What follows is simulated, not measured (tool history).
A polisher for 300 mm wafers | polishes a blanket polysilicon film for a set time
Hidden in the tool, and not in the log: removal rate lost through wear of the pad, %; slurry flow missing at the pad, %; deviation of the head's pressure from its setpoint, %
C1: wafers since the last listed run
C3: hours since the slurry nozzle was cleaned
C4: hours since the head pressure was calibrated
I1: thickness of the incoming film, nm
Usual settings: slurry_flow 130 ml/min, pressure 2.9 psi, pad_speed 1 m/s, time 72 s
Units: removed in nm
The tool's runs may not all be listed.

run 1 hour=0 | slurry_flow=130 pressure=2.9 pad_speed=1 time=72 | C1=0 wafers_polished_on_this_pad=691 C3=559.2 C4=123.7 | I1=1894.9 | removed=617.9
-- hour=140.4 slurry nozzle cleaned
-- hour=185.5 worn pad replaced by a new one
run 2 hour=186 | slurry_flow=130 pressure=2.9 pad_speed=1 time=72 | C1=1303 wafers_polished_on_this_pad=3 C3=45.6 C4=309.7 | I1=1862.3 | removed=630.7
run 3 hour=257 | slurry_flow=130 pressure=2.9 pad_speed=1 time=72 | C1=511 wafers_polished_on_this_pad=515 C3=116.6 C4=380.7 | I1=1873.5 | removed=617
run 4 hour=346.9 | slurry_flow=130 pressure=2.9 pad_speed=1 time=72 | C1=647 wafers_polished_on_this_pad=1162 C3=206.5 C4=470.6 | I1=1865.7 | removed=640.8
run 5 hour=444.1 | slurry_flow=130 pressure=2.2 pad_speed=0.92 time=72 | C1=700 wafers_polished_on_this_pad=1862 C3=303.7 C4=567.8 | I1=1844.8 | removed=455
-- hour=480.1 worn pad replaced by a new one
run 6 hour=503 | slurry_flow=130 pressure=2.2 pad_speed=0.92 time=72 | C1=395 wafers_polished_on_this_pad=164 C3=362.6 C4=626.7 | I1=1906.4 | removed=445.5
run 7 hour=592.7 | slurry_flow=130 pressure=2.9 pad_speed=1 time=72 | C1=646 wafers_polished_on_this_pad=811 C3=452.3 C4=716.4 | I1=1849.9 | removed=626.4
run 8 hour=660.5 | slurry_flow=130 pressure=2.9 pad_speed=1 time=72 | C1=488 wafers_polished_on_this_pad=1299 C3=520.1 C4=784.2 | I1=1833.9 | removed=628
-- hour=730.8 head pressure recalibrated
-- hour=770.4 worn pad replaced by a new one
-- hour=774.9 slurry nozzle cleaned
run 9 hour=891.3 | slurry_flow=130 pressure=3.3 pad_speed=1.2 time=72 | C1=1611 wafers_polished_on_this_pad=863 C3=116.4 C4=160.5 | I1=1887.9 | removed=810.1
run 10 hour=991.9 | slurry_flow=155 pressure=2.9 pad_speed=1.22 time=56 | C1=724 wafers_polished_on_this_pad=1588 C3=217 C4=261.1 | I1=1868.5 | removed=607.8
-- hour=1035.9 worn pad replaced by a new one
run 11 hour=1070.2 | slurry_flow=130 pressure=3.3 pad_speed=1.12 time=72 | C1=535 wafers_polished_on_this_pad=247 C3=295.3 C4=339.4 | I1=1883.9 | removed=789
run 12 hour=1156.4 | slurry_flow=130 pressure=2.9 pad_speed=1 time=72 | C1=620 wafers_polished_on_this_pad=868 C3=381.5 C4=425.6 | I1=1869.4 | removed=642.7
run 13 hour=1253.2 | slurry_flow=115 pressure=3.2 pad_speed=0.7 time=52 | C1=697 wafers_polished_on_this_pad=1565 C3=478.3 C4=522.4 | I1=1864.8 | removed=382.2
-- hour=1304.9 worn pad replaced by a new one
run 14 hour=1341.6 | slurry_flow=130 pressure=2.3 pad_speed=1 time=72 | C1=607 wafers_polished_on_this_pad=264 C3=566.7 C4=610.8 | I1=1835.2 | removed=495.1

4 ways to go on from here, each from the tool as it stands after run 14. What would each give?
run A hour=1342 | slurry_flow=130 pressure=2.9 pad_speed=1 time=72 | C1=2 wafers_polished_on_this_pad=267 C3=567.1 C4=611.2 | I1=1861.9 | removed=?
run B hour=1342 | slurry_flow=130 pressure=2.9 pad_speed=1 time=86 | C1=2 wafers_polished_on_this_pad=267 C3=567.1 C4=611.2 | I1=1861.9 | removed=?
run C hour=1342 | slurry_flow=100 pressure=3.2 pad_speed=1 time=58 | C1=2 wafers_polished_on_this_pad=267 C3=567.1 C4=611.2 | I1=1861.9 | removed=?
run D hour=1342 | slurry_flow=85 pressure=2.6 pad_speed=0.82 time=58 | C1=2 wafers_polished_on_this_pad=267 C3=567.1 C4=611.2 | I1=1861.9 | removed=?

run=A removed=634.9
run=B removed=758.4
run=C removed=531.5
run=D removed=356.9
Without the tool's hidden state the same runs would have given:
run=A removed=634.9
run=B removed=758.4
run=C removed=531.5
run=D removed=356.9
